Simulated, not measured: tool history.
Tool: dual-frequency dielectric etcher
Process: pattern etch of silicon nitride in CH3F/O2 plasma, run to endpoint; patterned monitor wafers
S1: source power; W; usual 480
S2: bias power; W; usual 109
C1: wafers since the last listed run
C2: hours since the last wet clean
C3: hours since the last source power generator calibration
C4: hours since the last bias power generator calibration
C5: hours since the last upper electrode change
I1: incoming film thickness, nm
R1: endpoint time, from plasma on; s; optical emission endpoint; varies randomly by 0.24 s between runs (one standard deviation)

run	hour	S1	S2	C1	C2	C3	C4	C5	I1	R1
1	0.0	480	129	0	179.8	2875.8	2189.1	1173.2	74.6	71.0
2	48.4	480	129	211	228.2	2924.2	2237.5	1221.6	76.1	72.8
3	80.8	480	129	141	260.6	2956.6	2269.9	1254.0	75.3	72.4
4	121.7	520	117	178	301.5	2997.5	2310.8	1294.9	74.9	70.9
5	146.8	520	117	109	326.6	3022.6	2335.9	1320.0	74.9	70.9
6	187.5	480	109	177	367.3	3063.3	2376.6	1360.7	75.7	75.7
7	224.3	480	109	160	404.1	3100.1	2413.4	1397.5	75.0	75.4
8	257.7	480	109	145	437.5	3133.5	2446.8	1430.9	76.1	76.7
9	287.5	480	109	129	467.3	3163.3	2476.6	1460.7	75.5	75.8
10	330.4	480	109	187	510.2	3206.2	2519.5	1503.6	75.3	76.3
11	366.7	480	116	158	546.5	3242.5	2555.8	1539.9	75.6	75.7
12	405.2	480	109	167	585.0	3281.0	2594.3	1578.4	76.4	77.5
# hour 453.8: wet clean of the chamber
13	454.3	510	109	109	0.5	3330.1	2643.4	1627.5	75.4	72.2
14	486.0	510	109	138	32.2	3361.8	2675.1	1659.2	75.6	72.1
15	531.9	480	94	200	78.1	3407.7	2721.0	1705.1	75.7	77.0
16	569.5	540	117	163	115.7	3445.3	2758.6	1742.7	74.9	68.9
17	608.3	370	100	169	154.5	3484.1	2797.4	1781.5	74.9	85.4
# hour 627.5: source power generator calibrated
18	637.2	480	109	108	183.4	9.7	2826.3	1810.4	74.9	74.1
19	661.9	520	99	107	208.1	34.4	2851.0	1835.1	76.0	74.4
20	718.1	390	109	245	264.3	90.6	2907.2	1891.3	75.5	83.0
21	761.2	480	109	187	307.4	133.7	2950.3	1934.4	75.8	76.0
# hour 790.7: bias power generator calibrated
22	826.9	400	136	269	373.1	199.4	36.2	2000.1	75.4	78.1
23	868.1	480	109	179	414.3	240.6	77.4	2041.3	75.1	75.6
24	936.3	530	100	297	482.5	308.8	145.6	2109.5	75.5	73.9
# hour 990.0: wet clean of the chamber
# hour 1074.0: upper electrode replaced
25	1074.5	570	97	393	84.5	447.0	283.8	0.5	75.9	71.2
26	1140.0	480	88	285	150.0	512.5	349.3	66.0	75.4	78.7
27	1166.0	370	109	113	176.0	538.5	375.3	92.0	75.7	84.8
28	1222.2	400	109	245	232.2	594.7	431.5	148.2	75.4	81.9
29	1257.2	480	109	152	267.2	629.7	466.5	183.2	75.5	74.8
30	1281.3	570	97	105	291.3	653.8	490.6	207.3	75.7	72.0
31	1305.8	480	123	106	315.8	678.3	515.1	231.8	75.1	73.0
32	1357.3	440	130	224	367.3	729.8	566.6	283.3	74.9	75.6
33	1424.5	430	88	293	434.5	797.0	633.8	350.5	75.8	84.5
34	1457.0	590	109	141	467.0	829.5	666.3	383.0	75.5	69.3
35	1518.4	480	109	267	528.4	890.9	727.7	444.4	74.8	75.9

Entry by entry between the runs, the difference in hidden state between the last listed run before and the first listed run after:
After run 12, before run 13: wet clean of the chamber (hour 453.8)
  etch rate over this chamber's usual, %: -3.19 -> 0.179
  measured less the result without the state, R1: +2.5 -> -0.2 s
After run 17, before run 18: source power generator calibrated (hour 627.5)
  etch rate over this chamber's usual, %: -0.658 -> -0.815
  measured less the result without the state, R1: +0.6 -> +0.6 s
After run 21, before run 22: bias power generator calibrated (hour 790.7)
  etch rate over this chamber's usual, %: -1.49 -> -1.85
  measured less the result without the state, R1: +1.1 -> +1.4 s
After run 24, before run 25: wet clean of the chamber (hour 990.0); upper electrode replaced (hour 1074.0)
  etch rate over this chamber's usual, %: -2.44 -> -0.548
  measured less the result without the state, R1: +1.8 -> +0.4 s
